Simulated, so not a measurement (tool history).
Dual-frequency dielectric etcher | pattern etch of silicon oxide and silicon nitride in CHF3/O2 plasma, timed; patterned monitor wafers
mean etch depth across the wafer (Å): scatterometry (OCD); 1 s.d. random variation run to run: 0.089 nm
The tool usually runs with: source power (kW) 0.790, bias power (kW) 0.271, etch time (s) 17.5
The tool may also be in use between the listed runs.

run    hour  source power (kW)  bias power (kW)  etch time (s)  wafers since the last listed run  hours since the last wet clean  hours since the last source power generator calibration  hours since the last bias power generator calibration  hours since the last upper electrode change  hours since the gauge calibration  read-back reference wafer on the same gauge, depth_nm  mean etch depth across the wafer (Å)
  1     0.0              0.790            0.271           17.5                                 0                           567.4                                                   3370.3                                                 3349.9                                       1852.7                             2092.2                                                  36.97                                 350.3
  2    51.3              0.790            0.271           19.0                               682                           618.7                                                   3421.6                                                 3401.2                                       1904.0                             2143.5                                                  37.02                                 382.2
       89.6  -- wet clean of the chamber
  3   137.1              0.790            0.271           14.0                               821                            47.5                                                   3507.4                                                 3487.0                                       1989.8                             2229.3                                                  37.02                                 280.4
  4   205.6              0.790            0.271           14.0                               910                           116.0                                                   3575.9                                                 3555.5                                       2058.3                             2297.8                                                  37.00                                 280.9
  5   242.6              0.790            0.271           14.0                               492                           153.0                                                   3612.9                                                 3592.5                                       2095.3                             2334.8                                                  37.03                                 281.0
  6   323.0              0.790            0.271           15.0                              1069                           233.4                                                   3693.3                                                 3672.9                                       2175.7                             2415.2                                                  36.97                                 301.6
      393.0  -- gauge calibrated
      521.5  -- upper electrode replaced
      597.1  -- bias power generator calibrated
  7   644.3              0.790            0.271           15.0                              3900                           554.7                                                   4014.6                                                   47.2                                        122.8                              251.3                                                  37.01                                 295.9
      716.6  -- wet clean of the chamber
  8   728.2              0.790            0.271           15.0                               796                            11.6                                                   4098.5                                                  131.1                                        206.7                              335.2                                                  37.02                                 294.7
  9   820.4              0.790            0.271           17.5                              1226                           103.8                                                   4190.7                                                  223.3                                        298.9                              427.4                                                  36.98                                 346.8
 10   913.8              0.790            0.271           17.5                              1242                           197.2                                                   4284.1                                                  316.7                                        392.3                              520.8                                                  37.00                                 346.0
 11  1002.0              0.790            0.271           17.5                              1172                           285.4                                                   4372.3                                                  404.9                                        480.5                              609.0                                                  37.01                                 346.5
 12  1056.0              0.970            0.271           17.5                               718                           339.4                                                   4426.3                                                  458.9                                        534.5                              663.0                                                  37.00                                 378.8
 13  1126.9              0.640            0.315           14.5                               942                           410.3                                                   4497.2                                                  529.8                                        605.4                              733.9                                                  37.02                                 275.2
 14  1177.7              0.790            0.271           13.0                               675                           461.1                                                   4548.0                                                  580.6                                        656.2                              784.7                                                  37.00                                 258.4
     1238.6  -- wet clean of the chamber
 15  1310.6              0.790            0.271           17.5                              1448                            72.0                                                   4680.9                                                  713.5                                        789.1                              917.6                                                  36.99                                 347.4
 16  1368.5              0.790            0.271           17.5                               770                           129.9                                                   4738.8                                                  771.4                                        847.0                              975.5                                                  37.01                                 350.2
     1390.8  -- source power generator calibrated
 17  1408.6              0.790            0.271           17.5                               480                           170.0                                                     17.8                                                  811.5                                        887.1                             1015.6                                                  37.01                                 343.7
 18  1479.4              0.790            0.288           17.5                               941                           240.8                                                     88.6                                                  882.3                                        957.9                             1086.4                                                  36.99                                 350.8
 19  1581.5              0.680            0.308           14.5                              1357                           342.9                                                    190.7                                                  984.4                                       1060.0                             1188.5                                                  37.02                                 277.3
 20  1623.3              0.790            0.338           15.5                               555                           384.7                                                    232.5                                                 1026.2                                       1101.8                             1230.3                                                  36.99                                 325.2
 21  1666.7              0.790            0.271           15.0                               577                           428.1                                                    275.9                                                 1069.6                                       1145.2                             1273.7                                                  37.00                                 295.4
 22  1741.0              0.790            0.271           17.5                               988                           502.4                                                    350.2                                                 1143.9                                       1219.5                             1348.0                                                  36.99                                 342.9
 23  1823.3              0.880            0.221           16.0                              1094                           584.7                                                    432.5                                                 1226.2                                       1301.8                             1430.3                                                  36.99                                 311.8
     1893.8  -- wet clean of the chamber
 24  1894.3              0.790            0.271           17.5                               625                             0.5                                                    503.5                                                 1297.2                                       1372.8                             1501.3                                                  37.01                                 345.2
 25  1924.2              0.880            0.319           19.5                               397                            30.4                                                    533.4                                                 1327.1                                       1402.7                             1531.2                                                  37.03                                 424.8
 26  1997.6              0.790            0.271           17.5                               976                           103.8                                                    606.8                                                 1400.5                                       1476.1                             1604.6                                                  37.00                                 346.0
 27  2095.5              0.980            0.271           20.5                              1301                           201.7                                                    704.7                                                 1498.4                                       1574.0                             1702.5                                                  36.99                                 444.4
 28  2164.4              0.790            0.212           17.5                               916                           270.6                                                    773.6                                                 1567.3                                       1642.9                             1771.4                                                  37.01                                 324.2
 29  2242.8              0.880            0.322           13.0                              1042                           349.0                                                    852.0                                                 1645.7                                       1721.3                             1849.8                                                  37.01                                 283.4

Subtracting, for every run, the result it would have given without the tool's unlogged condition from the measured result gives the following. The same run-to-run variation enters both numbers; the gauge's scatter may not:
Unlogged tool condition in this case: etch rate over this chamber's usual, %; source power that arrives over what is set, %; bias power that arrives over what is set, %; gauge reads high (%).
run  mean etch depth across the wafer (Å)
  1                                 +11.3
  2                                 +12.3
  3                                  +9.1
  4                                  +9.1
  5                                  +9.1
  6                                  +9.9
  7                                  +5.0
  8                                  +5.2
  9                                  +6.5
 10                                  +6.7
 11                                  +7.1
 12                                  +7.9
 13                                  +5.8
 14                                  +5.6
 15                                  +7.9
 16                                  +8.2
 17                                  +2.7
 18                                  +3.2
 19                                  +3.1
 20                                  +3.8
 21                                  +3.7
 22                                  +4.7
 23                                  +4.6
 24                                  +5.5
 25                                  +7.0
 26                                  +6.0
 27                                  +8.2
 28                                  +6.2
 29                                  +5.7
